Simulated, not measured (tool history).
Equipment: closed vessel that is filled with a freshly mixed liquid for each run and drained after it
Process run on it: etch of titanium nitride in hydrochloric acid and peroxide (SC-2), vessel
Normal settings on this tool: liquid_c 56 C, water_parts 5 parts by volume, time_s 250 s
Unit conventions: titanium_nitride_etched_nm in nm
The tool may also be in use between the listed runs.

run	hour	liquid_c	water_parts	time_s	read-back film thickness of the titanium nitride reference wafer, read on the same gauge (nm)	titanium_nitride_etched_nm
1	0	56	5	250	120.01	21.6
# hour 58.4: chemicals flow meter replaced
2	66.1	56	5	250	119.98	21.52
# hour 117.2: new drum of peroxide connected
3	121.5	56	5	250	119.95	21.2
4	159.6	56	5	250	120	21.7
5	245.9	56	5	250	120.01	21.4
6	499.6	56	5	250	120	21.25
7	550.9	56	5	250	120	21.08
8	608.8	56	6.5	320	120.02	22.55
9	688.8	56	5	210	120	17.71
10	726.2	56	5	210	120.02	17.74
11	832.3	56	6	250	119.98	18.38
# hour 987.8: gauge calibrated
# hour 991.1: new drum of peroxide connected
12	1113.4	56	5	250	119.99	20.85
13	1183.8	56	5	250	120.01	20.8
14	1238.7	64	5	380	119.98	52.05
15	1326.6	56	7.5	150	119.99	9.25
16	1422.7	56	5	250	119.98	20.33
17	1498.4	58.5	7	250	120.03	18.46
18	1536	52	7	315	119.97	15.6
# hour 1606.5: chemicals flow meter replaced
19	1633	49	4	140	120.01	8.46
20	1695.9	56	5	250	119.99	20.21
# hour 1726.5: new drum of peroxide connected
# hour 1865.3: thermometer replaced
21	1882.4	56	5	250	119.99	21.83
22	1942.6	65	6.5	250	119.98	31.12
23	1995	62.5	5	310	119.98	39.69
24	2067.8	63.5	4	380	120	62.03
25	2165.3	56	5	250	120.02	21.49
26	2212.8	56	4	130	119.95	13.07
27	2251.4	56	5	305	119.97	26.06
# hour 2256: gauge calibrated
28	2323.3	56	5	390	120.04	33.42
29	2376.7	56	5	250	120.02	21.11

Consider 4 possible next runs. They are alternatives, not a sequence: every one starts from the tool as it was left by run 29. What does each give?
A	2377.4	56	5	250	?	?
B	2377.4	48.5	5	250	?	?
C	2377.4	56	6	370	?	?
D	2377.4	56	5	170	?	?

run	read-back film thickness of the titanium nitride reference wafer, read on the same gauge (nm)	titanium_nitride_etched_nm
A	120.01	21.57
B	120.01	13.15
C	120.01	27.93
D	120.01	14.67
Stripped of hidden state, with their random variation kept, the same runs would have yielded:
run	titanium_nitride_etched_nm
A	22.15
B	13.52
C	28.68
D	15.06
